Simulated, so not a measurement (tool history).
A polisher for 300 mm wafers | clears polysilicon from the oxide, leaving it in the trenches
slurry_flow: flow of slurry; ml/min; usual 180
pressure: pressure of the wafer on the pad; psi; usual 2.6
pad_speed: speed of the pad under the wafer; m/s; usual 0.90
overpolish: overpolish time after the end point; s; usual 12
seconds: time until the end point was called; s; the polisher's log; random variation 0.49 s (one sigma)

run    hour  slurry_flow  pressure  pad_speed  overpolish  wafers since the last listed run  wafers polished on this pad  hours since the slurry nozzle was cleaned  hours since the head pressure was calibrated  incoming thickness of the incoming film, nm  seconds
  1     0.0          180       2.6       0.90          12                                 0                         1173                                      471.9                                         260.2                                        424.7     32.6
       24.7  -- slurry nozzle cleaned
  2    62.3          180       2.6       0.90          12                               422                         1596                                       37.6                                         322.5                                        432.8     32.8
  3   101.8          180       2.6       0.90           7                               272                         1868                                       77.1                                         362.0                                        427.0     33.2
  4   126.4          180       2.6       0.90           7                               169                         2037                                      101.7                                         386.6                                        426.8     32.6
  5   174.3          145       2.6       0.72          12                               330                         2367                                      149.6                                         434.5                                        436.4     43.3
      204.2  -- worn pad replaced by a new one
  6   205.7          145       2.6       0.72          12                               188                           10                                      181.0                                         465.9                                        426.6     44.6
  7   263.8          180       1.9       0.90          12                               400                          410                                      239.1                                         524.0                                        430.9     41.1
  8   297.9          180       1.9       0.90          12                               234                          645                                      273.2                                         558.1                                        433.0     41.3
      300.3  -- head pressure recalibrated
  9   324.7          180       1.9       0.90          12                               170                          816                                      300.0                                          24.4                                        428.2     37.5
 10   461.9          150       2.6       0.90          12                               945                         1761                                      437.2                                         161.6                                        430.8     34.1
 11   496.0          150       2.6       0.90          12                               234                         1996                                      471.3                                         195.7                                        432.5     33.5
      508.5  -- slurry nozzle cleaned
 12   544.2          150       2.6       0.90          12                               325                         2321                                       35.7                                         243.9                                        429.4     33.0
 13   592.4          180       2.6       0.90          12                               332                         2653                                       83.9                                         292.1                                        432.2     33.0
      598.6  -- worn pad replaced by a new one
 14   653.8          180       2.6       0.82          12                               395                          380                                      145.3                                         353.5                                        428.3     35.2
 15   809.6          180       2.6       0.90          12                              1073                         1453                                      301.1                                         509.3                                        432.1     33.0
      812.7  -- head pressure recalibrated
 16   864.4          145       2.6       0.90          12                               363                         1817                                      355.9                                          51.7                                        430.1     32.2
 17   921.3          180       2.6       0.90          12                               392                         2209                                      412.8                                         108.6                                        434.4     31.7
      941.8  -- slurry nozzle cleaned
     1003.0  -- worn pad replaced by a new one
 18  1061.0          145       2.6       1.20           6                               927                          399                                      119.2                                         248.3                                        437.4     25.4
 19  1122.7          210       2.6       0.90          12                               425                          824                                      180.9                                         310.0                                        431.5     31.8
 20  1177.0          225       2.0       1.04          10                               374                         1198                                      235.2                                         364.3                                        421.8     31.4
 21  1243.0          180       2.6       1.10          12                               454                         1653                                      301.2                                         430.3                                        431.0     27.4
 22  1307.6          180       2.6       0.90          12                               445                         2098                                      365.8                                         494.9                                        424.5     32.0
     1323.8  -- head pressure recalibrated
 23  1342.4          180       2.6       0.90           9                               225                         2324                                      400.6                                          18.6                                        435.4     31.6
     1374.6  -- worn pad replaced by a new one
 24  1414.3          180       2.6       0.68          14                               467                          273                                      472.5                                          90.5                                        434.9     42.8
     1418.0  -- slurry nozzle cleaned
 25  1454.4          180       2.6       0.74           8                               269                          543                                       36.4                                         130.6                                        431.1     38.6
 26  1482.7          160       2.8       0.90          12                               194                          738                                       64.7                                         158.9                                        426.1     31.2
 27  1527.7          180       2.6       0.90           5                               310                         1048                                      109.7                                         203.9                                        433.6     33.3
 28  1592.6          180       2.6       0.90          12                               447                         1495                                      174.6                                         268.8                                        430.7     32.6
 29  1648.0          160       2.0       0.90          14                               381                         1876                                      230.0                                         324.2                                        434.0     39.1
 30  1675.3          180       2.6       0.90          12                               188                         2065                                      257.3                                         351.5                                        428.6     31.8
 31  1731.5          180       1.8       0.70          12                               387                         2452                                      313.5                                         407.7                                        434.7     52.6
     1764.1  -- worn pad replaced by a new one
 32  1780.3          120       2.9       1.02          18                               308                          111                                      362.3                                         456.5                                        432.0     29.1

The tool's hidden state at each run:
removal rate lost through wear of the pad, %: 0 in every run
slurry flow missing at the pad, %: 0 in every run
H1: deviation of the head's pressure from its setpoint, %
run      H1
  1    -6.7
  2   -7.97
  3   -8.78
  4   -9.28
  5   -10.3
  6   -10.9
  7   -12.1
  8   -12.8
  9   -1.14
 10   -3.94
 11   -4.63
 12   -5.61
 13   -6.59
 14   -7.84
 15     -11
 16  -0.589
 17   -1.75
 18   -4.59
 19   -5.85
 20   -6.96
 21    -8.3
 22   -9.62
 23   -1.22
 24   -2.69
 25   -3.51
 26   -4.08
 27      -5
 28   -6.32
 29   -7.45
 30   -8.01
 31   -9.15
 32   -10.1

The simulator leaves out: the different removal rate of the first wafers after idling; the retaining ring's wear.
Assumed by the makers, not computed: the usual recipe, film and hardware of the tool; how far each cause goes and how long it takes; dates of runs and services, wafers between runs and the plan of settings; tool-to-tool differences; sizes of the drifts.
